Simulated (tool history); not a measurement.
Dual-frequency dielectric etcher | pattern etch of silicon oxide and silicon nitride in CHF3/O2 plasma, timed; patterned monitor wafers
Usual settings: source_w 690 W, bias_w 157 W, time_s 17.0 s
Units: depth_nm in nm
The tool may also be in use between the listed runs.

run,hour,source_w,bias_w,time_s,"read-back reference wafer on the same gauge, depth_nm",depth_nm
1,0.0,650,157,17.0,26.23,25.73
2,59.2,650,157,17.0,26.20,25.66
3,125.6,690,157,18.5,26.20,28.57
4,189.0,690,157,17.0,26.18,26.35
5,231.3,770,157,17.0,26.17,27.26
6,280.0,770,157,17.0,26.19,27.30
# hour 293.5: gauge calibrated
# hour 341.4: wet clean of the chamber
7,341.9,740,157,17.0,26.18,27.85
8,373.8,740,157,17.0,26.19,28.00
# hour 407.3: bias power generator calibrated
9,409.2,690,157,17.0,26.20,27.32
10,445.7,630,157,17.0,26.22,26.65
11,494.2,690,129,17.0,26.21,26.66
# hour 554.5: upper electrode replaced
# hour 563.7: wet clean of the chamber, repeated, since the last time left the tool worse
12,628.3,690,129,17.0,26.20,24.97
# hour 636.0: source power generator calibrated
13,656.8,690,144,21.0,26.19,31.46
14,711.2,860,119,17.0,26.19,26.54
15,772.8,830,157,14.0,26.20,22.63
16,813.6,690,135,17.0,26.23,25.36
17,859.6,850,176,14.0,26.20,23.35
18,902.1,800,134,13.5,26.22,21.15

Forecast each of these 4 alternatives for the next run:
A,902.5,690,157,17.0,?,?
B,902.5,790,130,20.0,?,?
C,902.5,590,167,12.5,?,?
D,902.5,840,157,17.0,?,?

run,"read-back reference wafer on the same gauge, depth_nm",depth_nm
A,26.17,26.14
B,26.17,31.06
C,26.17,18.56
D,26.17,27.78
Without the tool's hidden state the same runs would have given:
run,depth_nm
A,25.80
B,30.65
C,18.32
D,27.41
